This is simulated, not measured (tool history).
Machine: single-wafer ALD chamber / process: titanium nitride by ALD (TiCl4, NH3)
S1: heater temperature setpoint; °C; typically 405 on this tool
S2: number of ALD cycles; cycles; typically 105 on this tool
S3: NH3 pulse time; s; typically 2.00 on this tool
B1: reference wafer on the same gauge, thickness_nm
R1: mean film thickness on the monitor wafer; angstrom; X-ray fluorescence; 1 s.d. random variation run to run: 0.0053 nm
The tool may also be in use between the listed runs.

run	day	S1	S2	S3	B1	R1
1	0.000	405	105	2.00	2.398	21.22
# day 1.033: thermocouple changed; heater temperature recalibrated
2	1.675	405	105	2.00	2.400	21.35
3	3.238	405	105	2.00	2.399	21.37
4	6.075	405	105	2.00	2.401	21.36
# day 6.650: gauge calibrated
5	13.617	405	105	2.00	2.377	21.09
6	15.225	400	105	2.00	2.378	21.13
7	17.912	400	105	2.00	2.377	21.17
8	19.379	400	105	2.00	2.379	21.11
9	20.929	405	105	2.00	2.379	21.15
10	21.933	405	105	2.00	2.381	21.21
11	23.779	405	105	2.00	2.380	21.16
12	26.742	405	105	2.00	2.383	21.21
13	28.625	405	105	2.00	2.384	21.29
14	30.983	405	105	2.00	2.385	21.21
15	32.033	405	105	2.39	2.384	21.38
# day 32.554: showerhead replaced
16	34.812	405	94	2.00	2.387	19.05
17	36.883	405	94	2.00	2.387	19.06
18	39.233	405	94	2.00	2.387	19.00
19	43.646	405	105	2.00	2.391	21.31
20	46.283	411	105	1.23	2.391	20.83
21	47.871	399	92	2.00	2.391	18.58
22	49.358	416	85	2.00	2.393	17.35
23	50.654	405	105	2.00	2.394	21.37
24	52.775	405	105	2.00	2.393	21.28
# day 54.446: thermocouple changed; heater temperature recalibrated
25	54.729	419	119	1.43	2.397	23.84
26	57.717	395	121	2.75	2.396	24.80
27	59.517	397	105	1.25	2.398	20.72
28	68.475	405	112	2.00	2.401	22.75
# day 68.908: gauge calibrated
29	70.679	420	114	1.53	2.372	22.80
30	73.042	414	105	2.00	2.374	21.10
31	74.521	405	105	2.00	2.372	21.17
32	76.750	405	105	2.00	2.376	21.07
33	79.212	405	105	2.00	2.376	21.13
34	80.583	409	116	1.60	2.377	23.13
35	86.812	405	95	2.73	2.380	19.33
36	87.846	398	113	1.48	2.380	22.49
37	89.962	405	96	2.00	2.381	19.39
38	92.338	405	105	2.00	2.381	21.19
39	94.275	415	119	2.48	2.384	24.22

5 options for the next run, each taken on its own from the tool as it stands now. Forecast them:
A	94.300	405	105	2.00	?	?
B	94.300	405	105	2.66	?	?
C	94.300	393	105	1.53	?	?
D	94.300	416	114	1.28	?	?
E	94.300	414	120	1.31	?	?

run	B1	R1
A	2.384	21.19
B	2.384	21.43
C	2.384	20.72
D	2.384	22.62
E	2.384	23.82
With the hidden condition removed and each run's random variation left untouched, the same runs would have given:
run	R1
A	21.08
B	21.31
C	20.61
D	22.50
E	23.69
